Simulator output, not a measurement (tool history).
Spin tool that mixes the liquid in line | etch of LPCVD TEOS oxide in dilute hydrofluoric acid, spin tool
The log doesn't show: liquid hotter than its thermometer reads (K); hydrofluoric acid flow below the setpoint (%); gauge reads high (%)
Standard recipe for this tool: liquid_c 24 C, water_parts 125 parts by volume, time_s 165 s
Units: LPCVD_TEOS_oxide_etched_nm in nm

run    hour  liquid_c  water_parts  time_s  wafers since the last listed run  hours since the thermometer was replaced  hours since the hydrofluoric acid flow meter was replaced  hours since the gauge calibration  read-back film thickness of the LPCVD TEOS oxide reference wafer, read on the same gauge (nm)  LPCVD_TEOS_oxide_etched_nm
  1       0        24          125     165                                 0                                     465.8                                                       1013                              655.8                                                                                         140.84                       35.82
       53.1  -- hydrofluoric acid flow meter replaced
  2    63.4        24          125     165                               276                                     529.2                                                       10.3                              719.2                                                                                         141.22                       35.32
  3   167.1        24          125     165                               459                                     632.9                                                        114                              822.9                                                                                         141.94                       35.57
  4   211.9        24          125     165                               198                                     677.7                                                      158.8                              867.7                                                                                         142.27                       36.58
  5   253.6        24          125     165                               184                                     719.4                                                      200.5                              909.4                                                                                         142.61                       36.17
  6     303      26.5          125     130                               218                                     768.8                                                      249.9                              958.8                                                                                         143.01                       31.05
  7   379.2      26.5          125     130                               337                                       845                                                      326.1                               1035                                                                                         143.69                        31.8
  8   418.7      26.5          125     130                               174                                     884.5                                                      365.6                             1074.5                                                                                         144.06                       31.41
      435.1  -- thermometer replaced
  9     508        24          125     165                               390                                      72.9                                                      454.9                             1163.8                                                                                         144.97                       36.71
 10   591.2        24          125     165                               368                                     156.1                                                      538.1                               1247                                                                                         145.85                       36.72
 11   642.5        24          125     165                               227                                     207.4                                                      589.4                             1298.3                                                                                         146.43                       36.82
      669.6  -- gauge calibrated
 12     724        24          110      75                               360                                     288.9                                                      670.9                               54.4                                                                                         140.31                       18.71
 13   788.9      27.5          100     225                               287                                     353.8                                                      735.8                              119.3                                                                                         140.37                       72.16
 14   837.7        28          180     165                               216                                     402.6                                                      784.6                              168.1                                                                                         140.44                       26.76
 15   878.9      20.5          150     165                               182                                     443.8                                                      825.8                              209.3                                                                                         140.49                       25.17
 16   965.9        20          125     195                               385                                     530.8                                                      912.8                              296.3                                                                                          140.7                       35.73
      998.3  -- hydrofluoric acid flow meter replaced
 17  1011.2      25.5          105     115                               196                                     576.1                                                       12.9                              341.6                                                                                          140.8                        32.2
 18  1101.3        24          125     165                               398                                     666.2                                                        103                              431.7                                                                                         141.11                       35.91
 19  1158.3        24          125     210                               252                                     723.2                                                        160                              488.7                                                                                         141.36                       44.39
       1169  -- thermometer replaced
 20  1227.6        24          185      70                               302                                      58.6                                                      229.3                                558                                                                                         141.68                         9.7
 21    1300        24           90      80                               320                                       131                                                      301.7                              630.4                                                                                         142.08                       25.29
 22  1374.6        24          125     210                               330                                     205.6                                                      376.3                                705                                                                                         142.53                       46.79
 23  1517.5      25.5          175     120                               632                                     348.5                                                      519.2                              847.9                                                                                          143.5                       18.79

Here are 5 independent what-if runs from the current tool condition. What would each one return?
  A  1518        24          125     165                                 2                                       349                                                      519.7                              848.4                                                                                              ?                           ?
  B  1518        19          180     105                                 2                                       349                                                      519.7                              848.4                                                                                              ?                           ?
  C  1518        27          125     165                                 2                                       349                                                      519.7                              848.4                                                                                              ?                           ?
  D  1518        24          145      70                                 2                                       349                                                      519.7                              848.4                                                                                              ?                           ?
  E  1518      28.5          125     220                                 2                                       349                                                      519.7                              848.4                                                                                              ?                           ?

run  read-back film thickness of the LPCVD TEOS oxide reference wafer, read on the same gauge (nm)  LPCVD_TEOS_oxide_etched_nm
  A                                                                                         143.49                       36.02
  B                                                                                         143.49                       12.34
  C                                                                                         143.49                       40.41
  D                                                                                         143.49                       12.87
  E                                                                                         143.49                          57
With no hidden state in the tool, these same runs would have given:
run  LPCVD_TEOS_oxide_etched_nm
  A                       35.14
  B                       12.03
  C                       39.43
  D                       12.56
  E                       55.61
